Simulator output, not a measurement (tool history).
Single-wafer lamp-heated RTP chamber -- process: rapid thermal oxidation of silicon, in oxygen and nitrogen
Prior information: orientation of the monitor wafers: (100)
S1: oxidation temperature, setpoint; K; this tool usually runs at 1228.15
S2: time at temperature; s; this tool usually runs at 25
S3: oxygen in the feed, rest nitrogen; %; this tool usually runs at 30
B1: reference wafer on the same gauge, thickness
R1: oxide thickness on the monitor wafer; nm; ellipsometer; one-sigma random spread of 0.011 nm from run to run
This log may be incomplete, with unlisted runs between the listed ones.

| run | hour | S1 | S2 | S3 | B1 | R1 |
|---|---|---|---|---|---|---|
| 1 | 0.0 | 1228.15 | 25 | 30 | 2.482 | 2.346 |
| 2 | 7.0 | 1228.15 | 25 | 30 | 2.479 | 2.355 |
| 3 | 17.3 | 1242.15 | 25 | 48 | 2.483 | 2.668 |
| 4 | 25.8 | 1242.15 | 25 | 48 | 2.478 | 2.672 |
| 5 | 36.8 | 1228.15 | 25 | 48 | 2.476 | 2.527 |
| 6 | 48.6 | 1228.15 | 25 | 30 | 2.479 | 2.358 |
| 7 | 56.7 | 1236.15 | 25 | 30 | 2.483 | 2.432 |
| 8 | 63.9 | 1228.15 | 25 | 30 | 2.479 | 2.322 |
|  | 65.8 | gauge calibrated |
| 9 | 81.6 | 1228.15 | 25 | 30 | 2.482 | 2.352 |
| 10 | 93.1 | 1228.15 | 25 | 30 | 2.483 | 2.380 |
| 11 | 104.2 | 1228.15 | 25 | 30 | 2.481 | 2.343 |
| 12 | 111.4 | 1228.15 | 25 | 30 | 2.481 | 2.360 |
| 13 | 122.6 | 1228.15 | 25 | 30 | 2.485 | 2.360 |
| 14 | 135.7 | 1228.15 | 25 | 30 | 2.482 | 2.337 |
| 15 | 150.6 | 1228.15 | 25 | 30 | 2.484 | 2.355 |
| 16 | 161.1 | 1228.15 | 25 | 30 | 2.481 | 2.361 |
| 17 | 174.5 | 1228.15 | 31 | 51 | 2.482 | 2.687 |
| 18 | 186.9 | 1243.15 | 25 | 17 | 2.478 | 2.302 |
| 19 | 197.3 | 1228.15 | 17 | 30 | 2.481 | 2.183 |
| 20 | 204.5 | 1228.15 | 29 | 17 | 2.479 | 2.268 |
| 21 | 214.2 | 1228.15 | 30 | 30 | 2.475 | 2.451 |
| 22 | 229.1 | 1228.15 | 32 | 30 | 2.477 | 2.487 |
|  | 238.6 | pyrometer window cleaned and pyrometer calibrated |
| 23 | 246.6 | 1237.15 | 20 | 18 | 2.479 | 2.189 |
|  | 253.6 | gauge calibrated |
| 24 | 257.9 | 1228.15 | 13 | 17 | 2.480 | 2.019 |
|  | 269.9 | oxygen flow controller replaced |
| 25 | 270.4 | 1228.15 | 25 | 30 | 2.481 | 2.330 |
| 26 | 275.0 | 1228.15 | 25 | 30 | 2.481 | 2.348 |
| 27 | 291.0 | 1228.15 | 25 | 30 | 2.480 | 2.351 |
| 28 | 318.7 | 1228.15 | 25 | 30 | 2.479 | 2.344 |
| 29 | 327.3 | 1228.15 | 25 | 30 | 2.475 | 2.345 |
| 30 | 345.2 | 1228.15 | 21 | 30 | 2.479 | 2.275 |
| 31 | 357.2 | 1228.15 | 30 | 20 | 2.479 | 2.338 |

Alternative continuations, all from the tool just after run 31; predict every row:
| A | 357.6 | 1228.15 | 25 | 19 | ? | ? |
| B | 357.6 | 1201.15 | 19 | 39 | ? | ? |
| C | 357.6 | 1253.15 | 37 | 52 | ? | ? |
| D | 357.6 | 1228.15 | 19 | 30 | ? | ? |
| E | 357.6 | 1258.15 | 21 | 18 | ? | ? |

| run | B1 | R1 |
|---|---|---|
| A | 2.478 | 2.243 |
| B | 2.478 | 2.149 |
| C | 2.478 | 3.281 |
| D | 2.478 | 2.236 |
| E | 2.478 | 2.331 |
With no hidden state in the tool, these same runs would have given:
| run | R1 |
|---|---|
| A | 2.243 |
| B | 2.149 |
| C | 3.281 |
| D | 2.236 |
| E | 2.331 |
